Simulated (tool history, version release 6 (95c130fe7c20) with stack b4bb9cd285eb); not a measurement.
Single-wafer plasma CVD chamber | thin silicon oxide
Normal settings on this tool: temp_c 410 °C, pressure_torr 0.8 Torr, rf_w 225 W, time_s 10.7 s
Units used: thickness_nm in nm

run,hour,temp_c,pressure_torr,rf_w,time_s,"read-back reference wafer on the same gauge, thickness_nm",thickness_nm
1,0,417,0.8,205,10.7,16.302,14.929
2,46.8,410,0.8,225,10.7,16.302,15.334
3,59.9,410,0.95,225,10.7,16.284,17.95
# hour 71.2: capacitance manometer re-zeroed and calibrated
4,71.7,410,0.8,255,10.7,16.309,17.535
5,84.2,410,0.8,255,10.7,16.285,17.556
6,94.5,410,0.8,225,10.7,16.297,16.703
7,106.4,410,0.8,225,10.7,16.291,16.674
8,113.1,410,0.8,225,10.7,16.295,16.653
9,124.4,414,0.852,225,10.7,16.299,17.758
# hour 148: thermocouple changed; heater temperature recalibrated
10,148.5,410,0.8,225,10.7,16.299,16.788
11,149.9,410,0.8,190,9.3,16.28,13.782
12,162.2,410,0.8,225,10.7,16.293,16.691
# hour 167.3: gauge calibrated
13,173.4,410,0.8,225,10.7,16.288,16.737
# hour 190.2: showerhead replaced
14,190.7,401,0.983,245,12.7,16.289,24.379
# hour 206.6: RF generator calibrated
15,236.8,410,0.8,255,10.7,16.307,17.502
16,243.3,414,0.709,225,12.3,16.304,16.988
17,256.1,420,0.906,225,12.4,16.286,21.449
18,265.2,403,0.915,225,10.7,16.308,18.875
19,280.1,410,0.716,225,10.7,16.31,14.94
20,288.5,410,0.8,225,10.7,16.298,16.611
21,294.6,410,0.8,225,10.7,16.311,16.87
22,305.5,410,0.8,225,8.7,16.277,13.607
23,322.5,410,0.926,190,8.8,16.301,14.845
24,333.6,410,0.8,225,11.4,16.303,17.821
25,339.8,410,0.659,225,10.7,16.311,13.699
26,348.6,414,0.852,225,10.7,16.304,17.768
27,362.9,422,0.687,225,9.7,16.301,12.947
28,376.8,422,0.869,225,9.7,16.291,16.209

What if the next run were any one of these 5? Each begins from the tool's condition after run 28:
A,377.2,410,0.8,225,10.7,?,?
B,377.2,397,0.615,225,10.7,?,?
C,377.2,400,0.891,190,12.8,?,?
D,377.2,401,0.903,200,9.8,?,?
E,377.2,404,0.873,200,9.5,?,?

run,"read-back reference wafer on the same gauge, thickness_nm",thickness_nm
A,16.292,16.756
B,16.292,12.805
C,16.292,21.04
D,16.292,16.567
E,16.292,15.572
Without the tool's hidden state the same runs would have given:
run,thickness_nm
A,16.704
B,12.76
C,20.983
D,16.521
E,15.529

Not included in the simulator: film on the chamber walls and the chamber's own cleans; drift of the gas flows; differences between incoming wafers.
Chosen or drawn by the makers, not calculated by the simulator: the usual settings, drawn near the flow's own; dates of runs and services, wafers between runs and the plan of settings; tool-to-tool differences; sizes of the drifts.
